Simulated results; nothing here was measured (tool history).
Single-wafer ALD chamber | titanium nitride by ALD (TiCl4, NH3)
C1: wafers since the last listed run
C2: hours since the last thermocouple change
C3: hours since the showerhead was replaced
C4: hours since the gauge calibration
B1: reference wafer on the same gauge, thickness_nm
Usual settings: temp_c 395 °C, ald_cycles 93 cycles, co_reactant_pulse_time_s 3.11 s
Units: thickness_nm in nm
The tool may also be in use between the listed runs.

{"run": 1, "hour": 0.0, "temp_c": 395, "ald_cycles": 93, "co_reactant_pulse_time_s": 3.86, "C1": 0, "C2": 2673.3, "C3": 3165.4, "C4": 75.4, "B1": 2.03, "thickness_nm": 2.233}
{"run": 2, "hour": 7.2, "temp_c": 395, "ald_cycles": 93, "co_reactant_pulse_time_s": 3.86, "C1": 12, "C2": 2680.5, "C3": 3172.6, "C4": 82.6, "B1": 2.03, "thickness_nm": 2.237}
{"run": 3, "hour": 13.4, "temp_c": 395, "ald_cycles": 93, "co_reactant_pulse_time_s": 3.49, "C1": 10, "C2": 2686.7, "C3": 3178.8, "C4": 88.8, "B1": 2.031, "thickness_nm": 2.222}
{"run": 4, "hour": 26.4, "temp_c": 395, "ald_cycles": 93, "co_reactant_pulse_time_s": 3.11, "C1": 22, "C2": 2699.7, "C3": 3191.8, "C4": 101.8, "B1": 2.029, "thickness_nm": 2.211}
{"run": 5, "hour": 34.7, "temp_c": 395, "ald_cycles": 93, "co_reactant_pulse_time_s": 3.11, "C1": 14, "C2": 2708, "C3": 3200.1, "C4": 110.1, "B1": 2.031, "thickness_nm": 2.217}
{"hour": 49.4, "done": "showerhead replaced"}
{"run": 6, "hour": 49.9, "temp_c": 395, "ald_cycles": 93, "co_reactant_pulse_time_s": 3.11, "C1": 12, "C2": 2723.2, "C3": 0.5, "C4": 125.3, "B1": 2.03, "thickness_nm": 2.221}
{"run": 7, "hour": 57.8, "temp_c": 395, "ald_cycles": 93, "co_reactant_pulse_time_s": 3.11, "C1": 13, "C2": 2731.1, "C3": 8.4, "C4": 133.2, "B1": 2.03, "thickness_nm": 2.222}
{"run": 8, "hour": 65.2, "temp_c": 395, "ald_cycles": 93, "co_reactant_pulse_time_s": 4.03, "C1": 12, "C2": 2738.5, "C3": 15.8, "C4": 140.6, "B1": 2.031, "thickness_nm": 2.238}
{"hour": 75.3, "done": "thermocouple changed; heater temperature recalibrated"}
{"run": 9, "hour": 82.1, "temp_c": 386, "ald_cycles": 105, "co_reactant_pulse_time_s": 2.13, "C1": 15, "C2": 6.8, "C3": 32.7, "C4": 157.5, "B1": 2.03, "thickness_nm": 2.46}
{"hour": 84.7, "done": "gauge calibrated"}
{"run": 10, "hour": 94.7, "temp_c": 395, "ald_cycles": 93, "co_reactant_pulse_time_s": 3.11, "C1": 21, "C2": 19.4, "C3": 45.3, "C4": 10, "B1": 2.032, "thickness_nm": 2.229}
{"run": 11, "hour": 110.8, "temp_c": 395, "ald_cycles": 93, "co_reactant_pulse_time_s": 3.86, "C1": 27, "C2": 35.5, "C3": 61.4, "C4": 26.1, "B1": 2.029, "thickness_nm": 2.239}
{"run": 12, "hour": 122.8, "temp_c": 383, "ald_cycles": 93, "co_reactant_pulse_time_s": 3.11, "C1": 20, "C2": 47.5, "C3": 73.4, "C4": 38.1, "B1": 2.03, "thickness_nm": 2.209}
{"run": 13, "hour": 139.3, "temp_c": 405, "ald_cycles": 80, "co_reactant_pulse_time_s": 2.3, "C1": 27, "C2": 64, "C3": 89.9, "C4": 54.6, "B1": 2.031, "thickness_nm": 1.892}
{"run": 14, "hour": 156.2, "temp_c": 406, "ald_cycles": 109, "co_reactant_pulse_time_s": 1.99, "C1": 28, "C2": 80.9, "C3": 106.8, "C4": 71.5, "B1": 2.03, "thickness_nm": 2.568}
{"run": 15, "hour": 162.9, "temp_c": 386, "ald_cycles": 87, "co_reactant_pulse_time_s": 4.31, "C1": 11, "C2": 87.6, "C3": 113.5, "C4": 78.2, "B1": 2.031, "thickness_nm": 2.084}

The tool's hidden state at each run:
wafer temperature above the value expected at the setpoint (K): 0 in every run
gauge reads high (%): 0 in every run
